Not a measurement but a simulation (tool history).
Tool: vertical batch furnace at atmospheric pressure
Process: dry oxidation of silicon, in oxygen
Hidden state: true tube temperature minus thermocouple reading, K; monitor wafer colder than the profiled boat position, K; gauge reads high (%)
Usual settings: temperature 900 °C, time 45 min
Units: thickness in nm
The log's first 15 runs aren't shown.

run	day	temperature	time	wafers since the last listed run	hours since the last temperature calibration	hours since the boat lift was adjusted	hours since the gauge calibration	read-back reference wafer on the same gauge, thickness	thickness
16	50.879	907	45	2107	2677.4	1390.1	2427.2	19.61	19.5
17	53.517	907	45	1545	2740.7	1453.4	2490.5	19.61	19.26
18	56.812	907	45	1931	2819.8	1532.5	2569.6	19.6	19.28
19	60.017	920	61	1877	2896.7	1609.4	2646.5	19.59	26.1
20	63.954	924	31.5	2307	2991.2	1703.9	2741	19.62	18.26
21	67.05	885	29.5	1814	3065.5	1778.2	2815.3	19.57	12.85
# day 69.617: thermocouples replaced and temperature profile calibrated
22	69.638	887	63.5	930	0.5	1840.3	2877.4	19.6	19.01
23	71.808	900	45	1272	52.6	1892.4	2929.5	19.6	17.46
# day 74.375: gauge calibrated
24	74.996	900	45	1867	129.1	1968.9	14.9	19.59	17.46
25	78.346	900	45	1963	209.5	2049.3	95.3	19.61	17.48
26	82.6	916	63.5	2492	311.6	2151.4	197.4	19.61	24.38
27	85.317	918	31.5	1591	376.8	2216.6	262.6	19.58	16.7
28	87.317	907	33	1171	424.8	2264.6	310.6	19.59	15.61
29	90.288	900	45	1740	496.1	2335.9	381.9	19.6	17.49
# day 96.121: boat lift adjusted
30	101.325	880	26.5	5881	761	124.9	646.8	19.61	11.5
31	105.129	887	27.5	2229	852.3	216.2	738.1	19.6	12.45
32	108.317	878	61	1867	928.8	292.7	814.6	19.57	17.38
33	112.325	886	37.5	2348	1025	388.9	910.8	19.6	14.33
34	115.983	900	45	2143	1112.8	476.7	998.6	19.6	17.94
35	119.733	918	59	2197	1202.8	566.7	1088.6	19.59	24.49
36	121.271	912	34	900	1239.7	603.6	1125.5	19.62	16.97
37	124.729	920	45	2026	1322.7	686.6	1208.5	19.6	21.18

Forecast each of these 3 alternatives for the next run:
A	124.888	900	45	92	1326.5	690.4	1212.3	?	?
B	124.888	913	35	92	1326.5	690.4	1212.3	?	?
C	124.888	922	62	92	1326.5	690.4	1212.3	?	?

run	read-back reference wafer on the same gauge, thickness	thickness
A	19.58	18.08
B	19.58	17.54
C	19.58	26.32
Without the tool's hidden state the same runs would have given:
run	thickness
A	17.73
B	17.21
C	25.8

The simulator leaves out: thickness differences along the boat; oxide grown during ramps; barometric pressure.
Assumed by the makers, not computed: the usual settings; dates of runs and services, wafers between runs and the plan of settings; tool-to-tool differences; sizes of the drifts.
